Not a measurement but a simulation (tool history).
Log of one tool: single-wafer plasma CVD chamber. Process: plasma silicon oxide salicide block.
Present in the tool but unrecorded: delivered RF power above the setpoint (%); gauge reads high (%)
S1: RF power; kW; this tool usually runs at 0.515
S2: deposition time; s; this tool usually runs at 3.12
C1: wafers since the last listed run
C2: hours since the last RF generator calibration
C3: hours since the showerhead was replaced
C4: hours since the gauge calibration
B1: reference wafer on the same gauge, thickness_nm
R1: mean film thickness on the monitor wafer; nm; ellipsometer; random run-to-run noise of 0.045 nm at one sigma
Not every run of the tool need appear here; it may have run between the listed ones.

{"run": 1, "hour": 0.0, "S1": 0.595, "S2": 3.12, "C1": 0, "C2": 1887.1, "C3": 6447.8, "C4": 157.2, "B1": 30.218, "R1": 30.911}
{"run": 2, "hour": 17.3, "S1": 0.515, "S2": 3.34, "C1": 496, "C2": 1904.4, "C3": 6465.1, "C4": 174.5, "B1": 30.197, "R1": 31.796}
{"run": 3, "hour": 29.5, "S1": 0.515, "S2": 3.32, "C1": 350, "C2": 1916.6, "C3": 6477.3, "C4": 186.7, "B1": 30.199, "R1": 31.739}
{"run": 4, "hour": 45.1, "S1": 0.515, "S2": 3.32, "C1": 448, "C2": 1932.2, "C3": 6492.9, "C4": 202.3, "B1": 30.193, "R1": 31.709}
{"run": 5, "hour": 58.3, "S1": 0.515, "S2": 3.12, "C1": 379, "C2": 1945.4, "C3": 6506.1, "C4": 215.5, "B1": 30.202, "R1": 29.773}
{"run": 6, "hour": 110.0, "S1": 0.515, "S2": 3.12, "C1": 1484, "C2": 1997.1, "C3": 6557.8, "C4": 267.2, "B1": 30.196, "R1": 29.709}
{"hour": 113.7, "done": "gauge calibrated"}
{"run": 7, "hour": 116.9, "S1": 0.515, "S2": 3.12, "C1": 198, "C2": 2004, "C3": 6564.7, "C4": 3.2, "B1": 30.204, "R1": 29.714}
{"run": 8, "hour": 124.0, "S1": 0.515, "S2": 3.12, "C1": 203, "C2": 2011.1, "C3": 6571.8, "C4": 10.3, "B1": 30.207, "R1": 29.722}
{"run": 9, "hour": 138.7, "S1": 0.515, "S2": 3.44, "C1": 422, "C2": 2025.8, "C3": 6586.5, "C4": 25, "B1": 30.198, "R1": 32.779}
{"hour": 156.8, "done": "RF generator calibrated"}
{"run": 10, "hour": 157.3, "S1": 0.515, "S2": 3.44, "C1": 304, "C2": 0.5, "C3": 6605.1, "C4": 43.6, "B1": 30.199, "R1": 32.81}
{"run": 11, "hour": 171.7, "S1": 0.515, "S2": 3.44, "C1": 413, "C2": 14.9, "C3": 6619.5, "C4": 58, "B1": 30.205, "R1": 32.844}
{"run": 12, "hour": 180.7, "S1": 0.45, "S2": 3.12, "C1": 258, "C2": 23.9, "C3": 6628.5, "C4": 67, "B1": 30.198, "R1": 28.691}
{"run": 13, "hour": 198.6, "S1": 0.44, "S2": 2.73, "C1": 514, "C2": 41.8, "C3": 6646.4, "C4": 84.9, "B1": 30.21, "R1": 24.878}
{"run": 14, "hour": 208.3, "S1": 0.515, "S2": 3.12, "C1": 278, "C2": 51.5, "C3": 6656.1, "C4": 94.6, "B1": 30.199, "R1": 29.762}
{"run": 15, "hour": 217.3, "S1": 0.515, "S2": 3.32, "C1": 258, "C2": 60.5, "C3": 6665.1, "C4": 103.6, "B1": 30.188, "R1": 31.714}
{"run": 16, "hour": 228.4, "S1": 0.6, "S2": 3.12, "C1": 318, "C2": 71.6, "C3": 6676.2, "C4": 114.7, "B1": 30.186, "R1": 31.095}
{"hour": 240.7, "done": "showerhead replaced"}
{"run": 17, "hour": 244.2, "S1": 0.55, "S2": 3.5, "C1": 224, "C2": 87.4, "C3": 3.5, "C4": 130.5, "B1": 30.194, "R1": 33.984}
{"run": 18, "hour": 256.1, "S1": 0.415, "S2": 3.71, "C1": 341, "C2": 99.3, "C3": 15.4, "C4": 142.4, "B1": 30.203, "R1": 33.312}
{"run": 19, "hour": 265.9, "S1": 0.58, "S2": 3.74, "C1": 281, "C2": 109.1, "C3": 25.2, "C4": 152.2, "B1": 30.202, "R1": 36.929}
{"run": 20, "hour": 281.2, "S1": 0.515, "S2": 3.12, "C1": 439, "C2": 124.4, "C3": 40.5, "C4": 167.5, "B1": 30.212, "R1": 29.742}
{"run": 21, "hour": 297.1, "S1": 0.59, "S2": 3.12, "C1": 456, "C2": 140.3, "C3": 56.4, "C4": 183.4, "B1": 30.192, "R1": 30.883}
{"run": 22, "hour": 303.3, "S1": 0.49, "S2": 3.67, "C1": 178, "C2": 146.5, "C3": 62.6, "C4": 189.6, "B1": 30.21, "R1": 34.456}

Below are 3 alternative next runs, each starting from the tool's condition after run 22. Predict each:
{"run": "A", "hour": 303.7, "S1": 0.56, "S2": 3.12, "C1": 11, "C2": 146.9, "C3": 63, "C4": 190, "B1": "?", "R1": "?"}
{"run": "B", "hour": 303.7, "S1": 0.595, "S2": 2.6, "C1": 11, "C2": 146.9, "C3": 63, "C4": 190, "B1": "?", "R1": "?"}
{"run": "C", "hour": 303.7, "S1": 0.57, "S2": 2.94, "C1": 11, "C2": 146.9, "C3": 63, "C4": 190, "B1": "?", "R1": "?"}

run=A B1=30.205 R1=30.444
run=B B1=30.205 R1=25.808
run=C B1=30.205 R1=28.831
Without the tool's hidden state the same runs would have given:
run=A R1=30.444
run=B R1=25.808
run=C R1=28.831
